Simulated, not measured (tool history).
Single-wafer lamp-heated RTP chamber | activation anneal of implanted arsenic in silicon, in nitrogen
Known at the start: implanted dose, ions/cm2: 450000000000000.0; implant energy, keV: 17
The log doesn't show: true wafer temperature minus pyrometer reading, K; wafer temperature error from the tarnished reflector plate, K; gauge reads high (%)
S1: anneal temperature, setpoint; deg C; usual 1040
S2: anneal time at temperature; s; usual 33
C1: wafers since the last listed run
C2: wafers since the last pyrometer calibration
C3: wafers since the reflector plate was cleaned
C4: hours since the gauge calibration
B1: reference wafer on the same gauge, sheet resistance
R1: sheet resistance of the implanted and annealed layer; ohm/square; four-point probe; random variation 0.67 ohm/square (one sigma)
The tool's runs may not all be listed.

run 1 hour=0.0 | S1=1040 S2=33 | C1=0 C2=4417 C3=4702 C4=215.1 | B1=204.08 | R1=241.52
run 2 hour=30.1 | S1=1040 S2=44 | C1=343 C2=4761 C3=5045 C4=245.2 | B1=204.02 | R1=237.25
-- hour=49.3 pyrometer window cleaned and pyrometer calibrated
run 3 hour=77.7 | S1=1040 S2=44 | C1=451 C2=323 C3=5497 C4=292.8 | B1=203.93 | R1=238.76
run 4 hour=147.3 | S1=1040 S2=33 | C1=794 C2=1118 C3=6292 C4=362.4 | B1=204.00 | R1=241.16
run 5 hour=182.8 | S1=1040 S2=33 | C1=405 C2=1523 C3=6697 C4=397.9 | B1=203.98 | R1=241.99
run 6 hour=208.8 | S1=1040 S2=33 | C1=296 C2=1819 C3=6993 C4=423.9 | B1=203.97 | R1=240.62
run 7 hour=256.1 | S1=1040 S2=33 | C1=539 C2=2359 C3=7533 C4=471.2 | B1=204.14 | R1=240.87
run 8 hour=315.9 | S1=1040 S2=33 | C1=682 C2=3042 C3=8216 C4=531.0 | B1=203.98 | R1=240.55
run 9 hour=385.1 | S1=1040 S2=33 | C1=789 C2=3832 C3=9005 C4=600.2 | B1=204.01 | R1=242.79
run 10 hour=413.8 | S1=1040 S2=33 | C1=327 C2=4159 C3=9333 C4=628.9 | B1=204.13 | R1=241.17
run 11 hour=473.4 | S1=1040 S2=33 | C1=680 C2=4839 C3=10013 C4=688.5 | B1=204.01 | R1=240.98
-- hour=485.9 pyrometer window cleaned and pyrometer calibrated
run 12 hour=508.0 | S1=1040 S2=33 | C1=303 C2=252 C3=10317 C4=723.1 | B1=204.02 | R1=242.13
-- hour=554.8 reflector plate cleaned
run 13 hour=559.5 | S1=1030 S2=33 | C1=496 C2=749 C3=53 C4=774.6 | B1=204.05 | R1=244.91
run 14 hour=621.2 | S1=1018 S2=45 | C1=704 C2=1453 C3=757 C4=836.3 | B1=204.08 | R1=244.95
run 15 hour=674.9 | S1=1021 S2=22 | C1=612 C2=2066 C3=1370 C4=890.0 | B1=203.93 | R1=251.56
run 16 hour=700.8 | S1=1040 S2=44 | C1=295 C2=2361 C3=1666 C4=915.9 | B1=204.02 | R1=238.52
run 17 hour=760.3 | S1=1040 S2=33 | C1=679 C2=3040 C3=2345 C4=975.4 | B1=203.93 | R1=242.22
run 18 hour=815.4 | S1=1040 S2=33 | C1=628 C2=3669 C3=2974 C4=1030.5 | B1=204.00 | R1=242.68
run 19 hour=859.2 | S1=1040 S2=17 | C1=499 C2=4169 C3=3474 C4=1074.3 | B1=204.06 | R1=249.32
run 20 hour=905.6 | S1=1030 S2=23 | C1=529 C2=4698 C3=4003 C4=1120.7 | B1=204.10 | R1=247.65
-- hour=929.3 pyrometer window cleaned and pyrometer calibrated
run 21 hour=979.4 | S1=1059 S2=33 | C1=750 C2=571 C3=4754 C4=1194.5 | B1=203.86 | R1=236.38
-- hour=1016.3 gauge calibrated
run 22 hour=1025.3 | S1=1040 S2=33 | C1=523 C2=1095 C3=5278 C4=9.0 | B1=203.87 | R1=240.91
run 23 hour=1069.8 | S1=1065 S2=21 | C1=507 C2=1603 C3=5786 C4=53.5 | B1=204.04 | R1=239.81
run 24 hour=1285.2 | S1=1015 S2=26 | C1=2458 C2=4061 C3=8244 C4=268.9 | B1=204.03 | R1=250.24
run 25 hour=1316.9 | S1=1040 S2=33 | C1=361 C2=4423 C3=8606 C4=300.6 | B1=204.16 | R1=240.52
run 26 hour=1357.8 | S1=1040 S2=33 | C1=466 C2=4890 C3=9073 C4=341.5 | B1=204.08 | R1=242.34
run 27 hour=1394.6 | S1=1030 S2=33 | C1=419 C2=5310 C3=9493 C4=378.3 | B1=204.04 | R1=242.94
run 28 hour=1478.5 | S1=1067 S2=33 | C1=957 C2=6267 C3=10450 C4=462.2 | B1=204.16 | R1=235.17
-- hour=1488.1 pyrometer window cleaned and pyrometer calibrated
run 29 hour=1534.6 | S1=1040 S2=33 | C1=548 C2=530 C3=10999 C4=518.3 | B1=203.88 | R1=240.27
run 30 hour=1574.1 | S1=1027 S2=49 | C1=450 C2=981 C3=11450 C4=557.8 | B1=204.13 | R1=239.54
run 31 hour=1599.0 | S1=1014 S2=19 | C1=284 C2=1265 C3=11734 C4=582.7 | B1=204.09 | R1=253.05
run 32 hour=1648.1 | S1=1019 S2=49 | C1=560 C2=1825 C3=12295 C4=631.8 | B1=204.16 | R1=241.96
-- hour=1663.4 reflector plate cleaned
run 33 hour=1717.7 | S1=1040 S2=46 | C1=703 C2=2528 C3=619 C4=701.4 | B1=203.96 | R1=238.44
run 34 hour=1783.0 | S1=1024 S2=33 | C1=745 C2=3273 C3=1364 C4=766.7 | B1=203.92 | R1=245.59
run 35 hour=1847.9 | S1=1048 S2=43 | C1=740 C2=4014 C3=2105 C4=831.6 | B1=204.12 | R1=237.79
run 36 hour=1909.8 | S1=1011 S2=49 | C1=706 C2=4721 C3=2811 C4=893.5 | B1=203.99 | R1=245.15

4 ways to go on from here, each from the tool as it stands after run 36. What would each give?
run A hour=1910.2 | S1=1040 S2=50 | C1=4 C2=4725 C3=2816 C4=893.9 | B1=? | R1=?
run B hour=1910.2 | S1=1058 S2=45 | C1=4 C2=4725 C3=2816 C4=893.9 | B1=? | R1=?
run C hour=1910.2 | S1=1062 S2=33 | C1=4 C2=4725 C3=2816 C4=893.9 | B1=? | R1=?
run D hour=1910.2 | S1=1058 S2=18 | C1=4 C2=4725 C3=2816 C4=893.9 | B1=? | R1=?

run=A B1=203.99 R1=236.88
run=B B1=203.99 R1=232.94
run=C B1=203.99 R1=235.80
run=D B1=203.99 R1=244.25
Without the tool's hidden state the same runs would have given:
run=A R1=238.43
run=B R1=234.47
run=C R1=237.28
run=D R1=245.56
